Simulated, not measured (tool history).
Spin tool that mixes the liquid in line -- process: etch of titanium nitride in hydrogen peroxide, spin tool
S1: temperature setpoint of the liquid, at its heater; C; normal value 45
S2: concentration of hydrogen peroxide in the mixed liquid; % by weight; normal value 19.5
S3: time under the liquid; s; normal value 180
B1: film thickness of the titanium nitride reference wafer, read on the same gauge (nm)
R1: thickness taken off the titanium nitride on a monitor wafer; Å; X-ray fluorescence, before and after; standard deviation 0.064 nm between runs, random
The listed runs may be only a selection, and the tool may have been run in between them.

{"run": 1, "hour": 0.0, "S1": 45, "S2": 19.5, "S3": 180, "B1": 119.99, "R1": 52.2}
{"run": 2, "hour": 21.5, "S1": 45, "S2": 23, "S3": 180, "B1": 120.04, "R1": 53.2}
{"run": 3, "hour": 39.2, "S1": 45, "S2": 23, "S3": 180, "B1": 120.01, "R1": 53}
{"run": 4, "hour": 51.3, "S1": 45, "S2": 23, "S3": 180, "B1": 119.96, "R1": 54}
{"run": 5, "hour": 67.5, "S1": 45, "S2": 15, "S3": 180, "B1": 119.97, "R1": 47.7}
{"run": 6, "hour": 81.4, "S1": 45, "S2": 19.5, "S3": 180, "B1": 120, "R1": 50.1}
{"run": 7, "hour": 91.0, "S1": 45, "S2": 19.5, "S3": 180, "B1": 120.03, "R1": 51.4}
{"run": 8, "hour": 106.8, "S1": 45, "S2": 19.5, "S3": 180, "B1": 120, "R1": 50.9}
{"hour": 113.7, "done": "peroxide flow meter replaced"}
{"hour": 117.4, "done": "heated supply line repaired"}
{"run": 9, "hour": 119.1, "S1": 45, "S2": 19.5, "S3": 180, "B1": 119.97, "R1": 63.7}
{"run": 10, "hour": 134.6, "S1": 45, "S2": 19.5, "S3": 180, "B1": 120.02, "R1": 63}
{"run": 11, "hour": 147.0, "S1": 50, "S2": 19.5, "S3": 180, "B1": 120.01, "R1": 91.7}
{"run": 12, "hour": 164.3, "S1": 45, "S2": 19.5, "S3": 180, "B1": 119.98, "R1": 63.9}
{"hour": 170.1, "done": "gauge calibrated"}
{"run": 13, "hour": 170.9, "S1": 51.5, "S2": 19.5, "S3": 180, "B1": 119.98, "R1": 100.5}
{"run": 14, "hour": 182.7, "S1": 52.5, "S2": 15, "S3": 265, "B1": 119.98, "R1": 150.4}
{"run": 15, "hour": 196.1, "S1": 35.5, "S2": 17.5, "S3": 285, "B1": 120.05, "R1": 47.3}
{"run": 16, "hour": 209.5, "S1": 38.5, "S2": 17.5, "S3": 290, "B1": 120, "R1": 60.5}
{"hour": 213.8, "done": "thermometer replaced"}
{"run": 17, "hour": 220.3, "S1": 45, "S2": 19.5, "S3": 180, "B1": 120.05, "R1": 62.6}
{"run": 18, "hour": 231.0, "S1": 45, "S2": 16.5, "S3": 180, "B1": 120.02, "R1": 60.3}
{"hour": 233.8, "done": "new drum of peroxide connected"}
{"run": 19, "hour": 246.0, "S1": 35.5, "S2": 17.5, "S3": 285, "B1": 120.02, "R1": 46.9}
{"run": 20, "hour": 262.2, "S1": 45, "S2": 16, "S3": 215, "B1": 119.99, "R1": 70.4}
{"run": 21, "hour": 277.4, "S1": 41, "S2": 14, "S3": 180, "B1": 119.98, "R1": 42.5}
{"run": 22, "hour": 294.0, "S1": 35.5, "S2": 15.5, "S3": 180, "B1": 119.98, "R1": 28}
{"run": 23, "hour": 300.7, "S1": 42, "S2": 17.5, "S3": 260, "B1": 120, "R1": 69.2}
{"run": 24, "hour": 344.1, "S1": 45, "S2": 19.5, "S3": 180, "B1": 120.03, "R1": 60.6}
{"run": 25, "hour": 356.3, "S1": 39, "S2": 19.5, "S3": 180, "B1": 119.98, "R1": 38}
{"run": 26, "hour": 367.2, "S1": 45, "S2": 19.5, "S3": 100, "B1": 120.01, "R1": 33.5}

Some steps in R1 between neighbouring runs. How much of each would the tool show without its hidden state too (settings, what came in, random variation), and how much is left for the hidden state, with any gauge scatter that isn't in both results?
Hidden conditions of the tool in this case: liquid colder than its thermometer reads (K); peroxide flow above the setpoint (%); temperature lost on the way to the wafer (K); peroxide weaker than its label (%); gauge reads high (%).
Run 8 -> 9: peroxide flow meter replaced, heated supply line repaired. R1 +12.8 Å: hidden state +13.4, all else -0.6.
Run 13 -> 14: S1 51.5 -> 52.5, S2 19.5 -> 15, S3 180 -> 265. R1 +49.9 Å: hidden state -2.7, all else +52.6.
Run 14 -> 15: S1 52.5 -> 35.5, S2 15 -> 17.5, S3 265 -> 285. R1 -103.1 Å: hidden state +4.6, all else -107.7.
